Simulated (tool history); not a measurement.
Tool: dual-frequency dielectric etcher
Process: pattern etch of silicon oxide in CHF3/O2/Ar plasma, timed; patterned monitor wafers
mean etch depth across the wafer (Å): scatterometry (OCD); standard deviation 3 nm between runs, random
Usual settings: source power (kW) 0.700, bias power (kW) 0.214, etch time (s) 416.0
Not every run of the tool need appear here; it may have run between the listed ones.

run    hour  source power (kW)  bias power (kW)  etch time (s)  wafers since the last listed run  hours since the last wet clean  hours since the last source power generator calibration  hours since the last bias power generator calibration  hours since the last upper electrode change  hours since the gauge calibration  read-back reference wafer on the same gauge, depth_nm  mean etch depth across the wafer (Å)
  1     0.0              0.750            0.214          416.0                                 0                           278.9                                                   1850.2                                                  245.6                                       5238.4                             1140.3                                                  972.1                                  9330
  2    65.0              0.840            0.251          416.0                               170                           343.9                                                   1915.2                                                  310.6                                       5303.4                             1205.3                                                  972.1                                 10238
  3   112.3              0.840            0.251          416.0                               123                           391.2                                                   1962.5                                                  357.9                                       5350.7                             1252.6                                                  972.0                                 10182
  4   151.7              0.700            0.214          416.0                               103                           430.6                                                   2001.9                                                  397.3                                       5390.1                             1292.0                                                  971.6                                  9190
      229.5  -- wet clean of the chamber
  5   230.0              0.700            0.214          416.0                               142                             0.5                                                   2080.2                                                  475.6                                       5468.4                             1370.3                                                  972.3                                  8971
  6   281.3              0.700            0.214          349.5                               134                            51.8                                                   2131.5                                                  526.9                                       5519.7                             1421.6                                                  972.1                                  7560
      286.8  -- source power generator calibrated
  7   338.2              0.700            0.214          416.0                               138                           108.7                                                     51.4                                                  583.8                                       5576.6                             1478.5                                                  971.6                                  9076
  8   402.4              0.700            0.214          416.0                               168                           172.9                                                    115.6                                                  648.0                                       5640.8                             1542.7                                                  971.7                                  9108
  9   447.3              0.780            0.195          315.5                               117                           217.8                                                    160.5                                                  692.9                                       5685.7                             1587.6                                                  971.9                                  6983
 10   483.1              0.700            0.214          416.0                                93                           253.6                                                    196.3                                                  728.7                                       5721.5                             1623.4                                                  972.3                                  9140
 11   536.1              0.550            0.240          299.0                               138                           306.6                                                    249.3                                                  781.7                                       5774.5                             1676.4                                                  971.7                                  6297
 12   672.2              0.700            0.214          416.0                               356                           442.7                                                    385.4                                                  917.8                                       5910.6                             1812.5                                                  972.3                                  9238
 13   701.8              0.700            0.214          416.0                                77                           472.3                                                    415.0                                                  947.4                                       5940.2                             1842.1                                                  971.6                                  9281
 14   747.6              0.830            0.267          467.5                               119                           518.1                                                    460.8                                                  993.2                                       5986.0                             1887.9                                                  971.9                                 11866
 15   804.9              0.700            0.214          416.0                               150                           575.4                                                    518.1                                                 1050.5                                       6043.3                             1945.2                                                  972.0                                  9386
      835.3  -- wet clean of the chamber
      844.1  -- gauge calibrated
 16   866.4              0.700            0.252          492.5                                98                            31.1                                                    579.6                                                 1112.0                                       6104.8                               22.3                                                  971.8                                 10960
 17   902.3              0.810            0.245          416.0                                94                            67.0                                                    615.5                                                 1147.9                                       6140.7                               58.2                                                  972.0                                  9685
 18   931.8              0.700            0.180          416.0                                77                            96.5                                                    645.0                                                 1177.4                                       6170.2                               87.7                                                  971.7                                  8463
 19   989.4              0.560            0.178          466.0                               150                           154.1                                                    702.6                                                 1235.0                                       6227.8                              145.3                                                  971.4                                  8778
     1016.0  -- upper electrode replaced
 20  1048.1              0.810            0.214          450.5                                90                           212.8                                                    761.3                                                 1293.7                                         32.1                              204.0                                                  971.9                                 10250
 21  1099.8              0.630            0.214          297.5                               135                           264.5                                                    813.0                                                 1345.4                                         83.8                              255.7                                                  971.6                                  6209
 22  1169.5              0.700            0.178          371.5                               182                           334.2                                                    882.7                                                 1415.1                                        153.5                              325.4                                                  971.3                                  7695
 23  1230.6              0.650            0.256          292.5                               160                           395.3                                                    943.8                                                 1476.2                                        214.6                              386.5                                                  972.9                                  6541
 24  1266.7              0.620            0.214          416.0                                94                           431.4                                                    979.9                                                 1512.3                                        250.7                              422.6                                                  973.0                                  8762
 25  1297.9              0.700            0.214          416.0                                81                           462.6                                                   1011.1                                                 1543.5                                        281.9                              453.8                                                  971.8                                  9133
     1338.9  -- wet clean of the chamber
 26  1342.6              0.650            0.256          292.5                                54                             3.7                                                   1055.8                                                 1588.2                                        326.6                              498.5                                                  972.3                                  6424
 27  1408.2              0.850            0.238          519.5                               171                            69.3                                                   1121.4                                                 1653.8                                        392.2                              564.1                                                  972.3                                 12320
 28  1479.5              0.630            0.191          507.0                               186                           140.6                                                   1192.7                                                 1725.1                                        463.5                              635.4                                                  972.0                                 10224
 29  1621.5              0.700            0.214          416.0                               372                           282.6                                                   1334.7                                                 1867.1                                        605.5                              777.4                                                  971.2                                  9060

For each run, the measured value with the value that run would have given without the tool's hidden condition subtracted. The run-to-run variation is shared by both, the gauge scatter possibly not:
The tool's hidden condition here consists of: etch rate over this chamber's usual, %; source power that arrives over what is set, %; bias power that arrives over what is set, %; gauge reads high (%).
run  mean etch depth across the wafer (Å)
  1                                  +198
  2                                  +261
  3                                  +292
  4                                  +287
  5                                   +76
  6                                   +91
  7                                  +144
  8                                  +183
  9                                  +161
 10                                  +233
 11                                  +182
 12                                  +349
 13                                  +369
 14                                  +506
 15                                  +435
 16                                   -95
 17                                   -60
 18                                   -35
 19                                    +0
 20                                   +41
 21                                   +47
 22                                   +95
 23                                  +107
 24                                  +165
 25                                  +192
 26                                    -8
 27                                   +40
 28                                   +83
 29                                  +161

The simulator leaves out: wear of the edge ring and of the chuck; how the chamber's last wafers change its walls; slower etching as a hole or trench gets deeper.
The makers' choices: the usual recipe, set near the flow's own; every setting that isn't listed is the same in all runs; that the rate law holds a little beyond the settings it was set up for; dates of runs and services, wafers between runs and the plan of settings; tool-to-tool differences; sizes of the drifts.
